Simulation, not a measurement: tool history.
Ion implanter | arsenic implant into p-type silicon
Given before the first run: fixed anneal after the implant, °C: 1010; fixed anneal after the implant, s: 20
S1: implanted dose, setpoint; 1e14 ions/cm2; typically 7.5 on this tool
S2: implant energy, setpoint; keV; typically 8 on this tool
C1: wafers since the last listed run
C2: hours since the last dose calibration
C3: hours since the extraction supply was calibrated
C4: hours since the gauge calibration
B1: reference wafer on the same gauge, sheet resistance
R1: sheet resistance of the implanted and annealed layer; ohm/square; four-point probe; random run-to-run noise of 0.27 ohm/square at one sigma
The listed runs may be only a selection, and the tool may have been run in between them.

run,day,S1,S2,C1,C2,C3,C4,B1,R1
1,0,8.4,7.5,0,2255.4,3274.2,55.6,198.36,171.62
2,0.696,7.5,9,347,2272.1,3290.9,72.3,198.58,179.51
3,1.179,7.5,9,241,2283.7,3302.5,83.9,198.62,180.16
4,1.692,7.5,8.5,256,2296,3314.8,96.2,198.79,180.66
5,2.358,7.5,8.5,333,2312,3330.8,112.2,198.88,180.71
6,3.071,7.5,8.5,356,2329.1,3347.9,129.3,199.11,181.09
7,3.354,7.5,8,141,2335.9,3354.7,136.1,199.17,181.72
8,3.896,7.5,8,270,2348.9,3367.7,149.1,199.18,182.02
9,4.612,7.5,8,358,2366.1,3384.9,166.3,199.39,181.61
# day 4.983: extraction supply calibrated
10,5.079,7.5,8,66,2377.3,2.3,177.5,199.46,182.1
11,5.792,9.08,8,356,2394.4,19.4,194.6,199.5,164.93
12,6.479,8.6,5.5,343,2410.9,35.9,211.1,199.7,175.73
13,7.133,5.62,6,326,2426.6,51.6,226.8,199.85,221.95
# day 7.375: gauge calibrated
# day 7.608: Faraday cup replaced and dose calibrated
14,7.629,7.5,9,81,0.5,63.5,6.1,197.94,178.49
15,7.95,8.76,10.5,160,8.2,71.2,13.8,198.01,161.52
16,8.562,8.92,9,306,22.9,85.9,28.5,198.15,163.03
17,9.204,7.5,5.5,320,38.3,101.3,43.9,198.18,186.62
18,9.475,6.86,8.5,135,44.8,107.8,50.4,198.2,190.03
19,10.008,7.5,8,266,57.6,120.6,63.2,198.27,181.5
20,10.446,8.93,8,218,68.1,131.1,73.7,198.39,165.38
21,10.767,8.65,9,160,75.8,138.8,81.4,198.44,165.77

Take each entry between the runs: how does the hidden state at the last listed run before it differ from the hidden state at the first listed run after it?
From run 9 to run 10: extraction supply calibrated (day 4.983)
  gauge reads high (%): 0.665 -> 0.71
  measured result minus the result with no hidden state, R1: +1.2 -> +1.28 ohm/square
From run 13 to run 14: gauge calibrated (day 7.375); Faraday cup replaced and dose calibrated (day 7.608)
  gauge reads high (%): 0.907 -> -0.0478
  measured result minus the result with no hidden state, R1: +1.99 -> -0.08 ohm/square

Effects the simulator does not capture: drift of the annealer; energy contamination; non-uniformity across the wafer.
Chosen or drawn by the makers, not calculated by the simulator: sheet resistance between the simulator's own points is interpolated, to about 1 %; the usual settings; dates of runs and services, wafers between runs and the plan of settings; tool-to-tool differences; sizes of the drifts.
